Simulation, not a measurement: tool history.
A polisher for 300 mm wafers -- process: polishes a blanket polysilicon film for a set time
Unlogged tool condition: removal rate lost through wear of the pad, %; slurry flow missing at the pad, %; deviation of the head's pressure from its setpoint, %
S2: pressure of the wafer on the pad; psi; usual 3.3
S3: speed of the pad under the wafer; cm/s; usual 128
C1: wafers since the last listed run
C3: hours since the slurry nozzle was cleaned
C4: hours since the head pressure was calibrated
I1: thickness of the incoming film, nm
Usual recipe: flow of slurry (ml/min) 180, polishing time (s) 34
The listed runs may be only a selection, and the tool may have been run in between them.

run 1 hour=0.0 | flow_of_slurry_(ml/min)=180 S2=2.9 S3=128 polishing_time_(s)=34 | C1=0 wafers_polished_on_this_pad=656 C3=34.0 C4=584.8 | I1=1191.6 | film_removed_(angstrom)=4149
run 2 hour=21.9 | flow_of_slurry_(ml/min)=180 S2=3.3 S3=128 polishing_time_(s)=34 | C1=247 wafers_polished_on_this_pad=904 C3=55.9 C4=606.7 | I1=1216.2 | film_removed_(angstrom)=4664
run 3 hour=44.3 | flow_of_slurry_(ml/min)=165 S2=3.3 S3=128 polishing_time_(s)=34 | C1=253 wafers_polished_on_this_pad=1157 C3=78.3 C4=629.1 | I1=1201.5 | film_removed_(angstrom)=4629
run 4 hour=69.8 | flow_of_slurry_(ml/min)=165 S2=3.3 S3=128 polishing_time_(s)=34 | C1=288 wafers_polished_on_this_pad=1446 C3=103.8 C4=654.6 | I1=1218.6 | film_removed_(angstrom)=4636
-- hour=88.2 worn pad replaced by a new one
run 5 hour=88.7 | flow_of_slurry_(ml/min)=165 S2=3.3 S3=128 polishing_time_(s)=34 | C1=168 wafers_polished_on_this_pad=5 C3=122.7 C4=673.5 | I1=1212.0 | film_removed_(angstrom)=4519
run 6 hour=121.0 | flow_of_slurry_(ml/min)=180 S2=3.3 S3=128 polishing_time_(s)=34 | C1=365 wafers_polished_on_this_pad=370 C3=155.0 C4=705.8 | I1=1219.8 | film_removed_(angstrom)=4558
run 7 hour=150.3 | flow_of_slurry_(ml/min)=180 S2=3.3 S3=128 polishing_time_(s)=34 | C1=331 wafers_polished_on_this_pad=702 C3=184.3 C4=735.1 | I1=1191.0 | film_removed_(angstrom)=4580
run 8 hour=181.1 | flow_of_slurry_(ml/min)=180 S2=3.3 S3=128 polishing_time_(s)=34 | C1=348 wafers_polished_on_this_pad=1050 C3=215.1 C4=765.9 | I1=1226.4 | film_removed_(angstrom)=4554
-- hour=227.3 worn pad replaced by a new one
-- hour=251.1 head pressure recalibrated
run 9 hour=266.0 | flow_of_slurry_(ml/min)=180 S2=3.3 S3=128 polishing_time_(s)=34 | C1=892 wafers_polished_on_this_pad=415 C3=300.0 C4=14.9 | I1=1210.7 | film_removed_(angstrom)=4429
run 10 hour=286.5 | flow_of_slurry_(ml/min)=180 S2=3.3 S3=128 polishing_time_(s)=36 | C1=231 wafers_polished_on_this_pad=647 C3=320.5 C4=35.4 | I1=1204.5 | film_removed_(angstrom)=4686
run 11 hour=304.9 | flow_of_slurry_(ml/min)=180 S2=3.3 S3=128 polishing_time_(s)=36 | C1=208 wafers_polished_on_this_pad=855 C3=338.9 C4=53.8 | I1=1211.4 | film_removed_(angstrom)=4685
run 12 hour=336.8 | flow_of_slurry_(ml/min)=180 S2=3.3 S3=128 polishing_time_(s)=36 | C1=360 wafers_polished_on_this_pad=1216 C3=370.8 C4=85.7 | I1=1204.6 | film_removed_(angstrom)=4663
-- hour=342.5 worn pad replaced by a new one
run 13 hour=355.0 | flow_of_slurry_(ml/min)=180 S2=2.4 S3=128 polishing_time_(s)=34 | C1=160 wafers_polished_on_this_pad=140 C3=389.0 C4=103.9 | I1=1186.6 | film_removed_(angstrom)=3349
run 14 hour=378.2 | flow_of_slurry_(ml/min)=200 S2=3.3 S3=128 polishing_time_(s)=34 | C1=262 wafers_polished_on_this_pad=403 C3=412.2 C4=127.1 | I1=1221.3 | film_removed_(angstrom)=4483
run 15 hour=410.9 | flow_of_slurry_(ml/min)=230 S2=4.1 S3=170 polishing_time_(s)=46 | C1=369 wafers_polished_on_this_pad=773 C3=444.9 C4=159.8 | I1=1199.5 | film_removed_(angstrom)=9769
run 16 hour=433.8 | flow_of_slurry_(ml/min)=230 S2=3.3 S3=128 polishing_time_(s)=23 | C1=259 wafers_polished_on_this_pad=1032 C3=467.8 C4=182.7 | I1=1210.8 | film_removed_(angstrom)=3092
-- hour=462.9 slurry nozzle cleaned
run 17 hour=464.2 | flow_of_slurry_(ml/min)=220 S2=3.3 S3=128 polishing_time_(s)=43 | C1=332 wafers_polished_on_this_pad=1365 C3=1.3 C4=213.1 | I1=1216.6 | film_removed_(angstrom)=6091
-- hour=468.8 worn pad replaced by a new one
run 18 hour=497.7 | flow_of_slurry_(ml/min)=210 S2=3.9 S3=114 polishing_time_(s)=44 | C1=333 wafers_polished_on_this_pad=326 C3=34.8 C4=246.6 | I1=1224.7 | film_removed_(angstrom)=6418
run 19 hour=511.1 | flow_of_slurry_(ml/min)=120 S2=4.3 S3=128 polishing_time_(s)=34 | C1=151 wafers_polished_on_this_pad=478 C3=48.2 C4=260.0 | I1=1216.1 | film_removed_(angstrom)=5606
run 20 hour=536.6 | flow_of_slurry_(ml/min)=180 S2=3.3 S3=128 polishing_time_(s)=34 | C1=288 wafers_polished_on_this_pad=766 C3=73.7 C4=285.5 | I1=1203.9 | film_removed_(angstrom)=4643
run 21 hour=561.3 | flow_of_slurry_(ml/min)=180 S2=3.3 S3=128 polishing_time_(s)=34 | C1=279 wafers_polished_on_this_pad=1046 C3=98.4 C4=310.2 | I1=1197.8 | film_removed_(angstrom)=4724
run 22 hour=579.3 | flow_of_slurry_(ml/min)=180 S2=3.3 S3=128 polishing_time_(s)=34 | C1=203 wafers_polished_on_this_pad=1249 C3=116.4 C4=328.2 | I1=1198.3 | film_removed_(angstrom)=4694
run 23 hour=594.2 | flow_of_slurry_(ml/min)=180 S2=3.3 S3=128 polishing_time_(s)=34 | C1=168 wafers_polished_on_this_pad=1418 C3=131.3 C4=343.1 | I1=1212.4 | film_removed_(angstrom)=4666
-- hour=606.7 worn pad replaced by a new one
run 24 hour=620.6 | flow_of_slurry_(ml/min)=230 S2=4.0 S3=156 polishing_time_(s)=34 | C1=253 wafers_polished_on_this_pad=157 C3=157.7 C4=369.5 | I1=1222.3 | film_removed_(angstrom)=7014
run 25 hour=635.5 | flow_of_slurry_(ml/min)=130 S2=3.8 S3=112 polishing_time_(s)=40 | C1=168 wafers_polished_on_this_pad=325 C3=172.6 C4=384.4 | I1=1185.8 | film_removed_(angstrom)=5224

What if the next run were any one of these 3? Each begins from the tool's condition after run 25:
run A hour=635.9 | flow_of_slurry_(ml/min)=180 S2=4.2 S3=128 polishing_time_(s)=34 | C1=4 wafers_polished_on_this_pad=330 C3=173.0 C4=384.8 | I1=1201.8 | film_removed_(angstrom)=?
run B hour=635.9 | flow_of_slurry_(ml/min)=160 S2=4.3 S3=128 polishing_time_(s)=34 | C1=4 wafers_polished_on_this_pad=330 C3=173.0 C4=384.8 | I1=1201.8 | film_removed_(angstrom)=?
run C hour=635.9 | flow_of_slurry_(ml/min)=180 S2=3.3 S3=98 polishing_time_(s)=34 | C1=4 wafers_polished_on_this_pad=330 C3=173.0 C4=384.8 | I1=1201.8 | film_removed_(angstrom)=?

run=A film_removed_(angstrom)=5708
run=B film_removed_(angstrom)=5742
run=C film_removed_(angstrom)=3534
Stripped of hidden state, with their random variation kept, the same runs would have yielded:
run=A film_removed_(angstrom)=5826
run=B film_removed_(angstrom)=5870
run=C film_removed_(angstrom)=3606

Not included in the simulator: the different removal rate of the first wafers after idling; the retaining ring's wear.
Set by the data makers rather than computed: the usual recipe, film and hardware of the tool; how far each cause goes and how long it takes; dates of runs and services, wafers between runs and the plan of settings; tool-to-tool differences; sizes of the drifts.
